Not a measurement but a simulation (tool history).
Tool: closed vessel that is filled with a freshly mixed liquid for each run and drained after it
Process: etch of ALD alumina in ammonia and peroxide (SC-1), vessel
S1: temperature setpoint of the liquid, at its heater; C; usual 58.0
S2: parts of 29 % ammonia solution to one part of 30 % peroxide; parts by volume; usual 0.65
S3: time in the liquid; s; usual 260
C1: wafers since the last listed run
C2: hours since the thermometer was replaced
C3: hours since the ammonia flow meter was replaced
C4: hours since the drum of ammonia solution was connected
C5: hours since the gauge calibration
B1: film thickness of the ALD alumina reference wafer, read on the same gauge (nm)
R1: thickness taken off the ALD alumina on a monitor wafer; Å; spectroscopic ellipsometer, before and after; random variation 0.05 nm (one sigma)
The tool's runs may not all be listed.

run 1 hour=0.0 | S1=65.0 S2=0.65 S3=260 | C1=0 C2=503.5 C3=786.1 C4=330.3 C5=3064.6 | B1=110.02 | R1=287.3
run 2 hour=86.6 | S1=65.0 S2=0.65 S3=260 | C1=8500 C2=590.1 C3=872.7 C4=416.9 C5=3151.2 | B1=109.98 | R1=286.8
run 3 hour=182.5 | S1=58.0 S2=0.65 S3=260 | C1=9413 C2=686.0 C3=968.6 C4=512.8 C5=3247.1 | B1=110.00 | R1=199.4
-- hour=237.5 new drum of ammonia solution connected
run 4 hour=253.8 | S1=58.0 S2=0.65 S3=260 | C1=6900 C2=757.3 C3=1039.9 C4=16.3 C5=3318.4 | B1=110.02 | R1=201.9
-- hour=273.2 gauge calibrated
run 5 hour=340.2 | S1=58.0 S2=0.65 S3=260 | C1=8481 C2=843.7 C3=1126.3 C4=102.7 C5=67.0 | B1=109.97 | R1=201.0
run 6 hour=426.0 | S1=58.0 S2=0.65 S3=260 | C1=8422 C2=929.5 C3=1212.1 C4=188.5 C5=152.8 | B1=109.98 | R1=200.4
run 7 hour=479.8 | S1=58.0 S2=0.65 S3=260 | C1=5281 C2=983.3 C3=1265.9 C4=242.3 C5=206.6 | B1=109.99 | R1=200.2
run 8 hour=529.9 | S1=58.0 S2=0.65 S3=260 | C1=4917 C2=1033.4 C3=1316.0 C4=292.4 C5=256.7 | B1=109.99 | R1=200.0
run 9 hour=569.4 | S1=58.0 S2=0.65 S3=380 | C1=3877 C2=1072.9 C3=1355.5 C4=331.9 C5=296.2 | B1=110.00 | R1=290.9
run 10 hour=656.4 | S1=58.0 S2=0.65 S3=380 | C1=8539 C2=1159.9 C3=1442.5 C4=418.9 C5=383.2 | B1=110.00 | R1=288.6
run 11 hour=713.8 | S1=58.0 S2=0.55 S3=140 | C1=5634 C2=1217.3 C3=1499.9 C4=476.3 C5=440.6 | B1=110.03 | R1=104.4
run 12 hour=779.5 | S1=53.0 S2=0.75 S3=125 | C1=6449 C2=1283.0 C3=1565.6 C4=542.0 C5=506.3 | B1=110.01 | R1=73.7
run 13 hour=866.4 | S1=58.0 S2=0.65 S3=260 | C1=8530 C2=1369.9 C3=1652.5 C4=628.9 C5=593.2 | B1=110.00 | R1=197.1
-- hour=901.4 new drum of ammonia solution connected
run 14 hour=955.3 | S1=54.5 S2=0.95 S3=315 | C1=8628 C2=1458.8 C3=1741.4 C4=53.9 C5=682.1 | B1=110.02 | R1=207.4
run 15 hour=1023.0 | S1=58.0 S2=0.65 S3=260 | C1=6645 C2=1526.5 C3=1809.1 C4=121.6 C5=749.8 | B1=109.98 | R1=197.3
-- hour=1030.9 thermometer replaced
run 16 hour=1078.4 | S1=65.5 S2=0.65 S3=260 | C1=5339 C2=47.5 C3=1864.5 C4=177.0 C5=805.2 | B1=110.00 | R1=301.0
run 17 hour=1169.5 | S1=61.0 S2=0.75 S3=135 | C1=8942 C2=138.6 C3=1955.6 C4=268.1 C5=896.3 | B1=110.00 | R1=126.1
run 18 hour=1208.3 | S1=58.0 S2=0.65 S3=260 | C1=3808 C2=177.4 C3=1994.4 C4=306.9 C5=935.1 | B1=110.03 | R1=203.9
-- hour=1253.2 ammonia flow meter replaced
run 19 hour=1282.3 | S1=53.0 S2=0.75 S3=190 | C1=7165 C2=251.4 C3=29.1 C4=380.9 C5=1009.1 | B1=109.99 | R1=115.8
run 20 hour=1369.0 | S1=58.0 S2=0.65 S3=260 | C1=8510 C2=338.1 C3=115.8 C4=467.6 C5=1095.8 | B1=109.98 | R1=202.5
run 21 hour=1433.7 | S1=68.0 S2=0.45 S3=220 | C1=6350 C2=402.8 C3=180.5 C4=532.3 C5=1160.5 | B1=109.99 | R1=274.2
-- hour=1509.0 new drum of ammonia solution connected
run 22 hour=1519.1 | S1=58.0 S2=0.65 S3=360 | C1=8284 C2=488.2 C3=265.9 C4=10.1 C5=1245.9 | B1=109.98 | R1=283.0
run 23 hour=1584.5 | S1=58.0 S2=0.95 S3=260 | C1=6419 C2=553.6 C3=331.3 C4=75.5 C5=1311.3 | B1=109.96 | R1=212.3
run 24 hour=1684.8 | S1=68.0 S2=0.80 S3=260 | C1=9845 C2=653.9 C3=431.6 C4=175.8 C5=1411.6 | B1=110.01 | R1=343.8
run 25 hour=1779.7 | S1=58.0 S2=0.65 S3=260 | C1=9315 C2=748.8 C3=526.5 C4=270.7 C5=1506.5 | B1=109.99 | R1=201.7
run 26 hour=1843.9 | S1=61.0 S2=0.80 S3=175 | C1=6301 C2=813.0 C3=590.7 C4=334.9 C5=1570.7 | B1=109.97 | R1=160.8
run 27 hour=1902.7 | S1=52.5 S2=0.55 S3=190 | C1=5771 C2=871.8 C3=649.5 C4=393.7 C5=1629.5 | B1=110.01 | R1=107.9
run 28 hour=1965.3 | S1=62.5 S2=0.55 S3=325 | C1=6144 C2=934.4 C3=712.1 C4=456.3 C5=1692.1 | B1=110.01 | R1=310.2
run 29 hour=2018.6 | S1=62.5 S2=0.90 S3=260 | C1=5231 C2=987.7 C3=765.4 C4=509.6 C5=1745.4 | B1=109.99 | R1=259.7
-- hour=2058.0 new drum of ammonia solution connected
run 30 hour=2074.4 | S1=65.5 S2=0.65 S3=360 | C1=5379 C2=1043.5 C3=821.2 C4=16.4 C5=1801.2 | B1=110.00 | R1=408.6

Hidden state at the last listed run before each entry between runs and at the first one after, where it differs:
Between runs 3 and 4: new drum of ammonia solution connected (hour 237.5)
  liquid colder than its thermometer reads (K): 0.401 -> 0.433; ammonia solution weaker than its label (%): 11.8 -> 0.921
  measured less the result without the state, R1: -6.7 -> -4.7 Å
Between runs 4 and 5: gauge calibrated (hour 273.2)
  liquid colder than its thermometer reads (K): 0.433 -> 0.472; ammonia solution weaker than its label (%): 0.921 -> 2.71
  measured less the result without the state, R1: -4.7 -> -5.5 Å
Between runs 13 and 14: new drum of ammonia solution connected (hour 901.4)
  liquid colder than its thermometer reads (K): 0.706 -> 0.746; ammonia solution weaker than its label (%): 13.6 -> 2.29
  measured less the result without the state, R1: -10.3 -> -8.9 Å
Between runs 15 and 16: thermometer replaced (hour 1030.9)
  liquid colder than its thermometer reads (K): 0.776 -> 0.0264; ammonia solution weaker than its label (%): 3.69 -> 4.83
  measured less the result without the state, R1: -8.9 -> -1.9 Å
Between runs 18 and 19: ammonia flow meter replaced (hour 1253.2)
  liquid colder than its thermometer reads (K): 0.0843 -> 0.117; ammonia solution weaker than its label (%): 7.52 -> 9.05
  measured less the result without the state, R1: -2.3 -> -1.8 Å
Between runs 21 and 22: new drum of ammonia solution connected (hour 1509.0)
  liquid colder than its thermometer reads (K): 0.185 -> 0.223; ammonia solution weaker than its label (%): 12.2 -> 0.337
  measured less the result without the state, R1: -5.8 -> -3.4 Å
Between runs 29 and 30: new drum of ammonia solution connected (hour 2058.0)
  liquid colder than its thermometer reads (K): 0.446 -> 0.471; ammonia solution weaker than its label (%): 10.7 -> 2.69
  measured less the result without the state, R1: -8.8 -> -10.7 Å
